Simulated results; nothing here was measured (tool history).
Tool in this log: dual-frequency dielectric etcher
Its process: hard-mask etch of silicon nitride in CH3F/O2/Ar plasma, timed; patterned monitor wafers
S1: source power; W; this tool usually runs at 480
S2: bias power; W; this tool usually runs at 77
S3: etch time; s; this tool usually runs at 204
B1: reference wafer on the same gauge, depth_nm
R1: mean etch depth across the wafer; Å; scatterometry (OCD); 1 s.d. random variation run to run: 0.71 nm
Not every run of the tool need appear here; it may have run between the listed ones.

run   hour   S1  S2     S3     B1    R1
  1      0  480  77    204  197.2  1614
  2   18.5  480  77    204  197.4  1605
  3   41.6  480  77    204    197  1617
  4   66.7  480  66    170  196.7  1254
  5   84.4  480  66    170  196.8  1253
  6  108.9  480  66    170  197.1  1253
     123.8  -- source power generator calibrated
     135.6  -- wet clean of the chamber
  7  136.1  390  77  218.5  197.1  1535
  8  157.8  390  77  218.5  196.8  1535
     191.5  -- bias power generator calibrated
       197  -- wet clean of the chamber, repeated, since the last time left the tool worse
     199.7  -- gauge calibrated
     206.2  -- upper electrode replaced
  9  206.7  390  77  218.5  197.1  1627
 10  207.1  390  77  218.5  197.2  1641
 11    222  440  77  258.5  196.6  2024
 12  249.1  580  92    204  196.7  1910
 13    271  480  88    204    197  1739
 14  287.9  550  86  238.5  197.1  2092

Forecast run 15:
 15  304.2  480  77  204   ?   ?

{"run 15": {"B1": 197.1, "R1": 1636}}
Minus the tool's unlogged condition, the same run would have read R1 1650 Å.
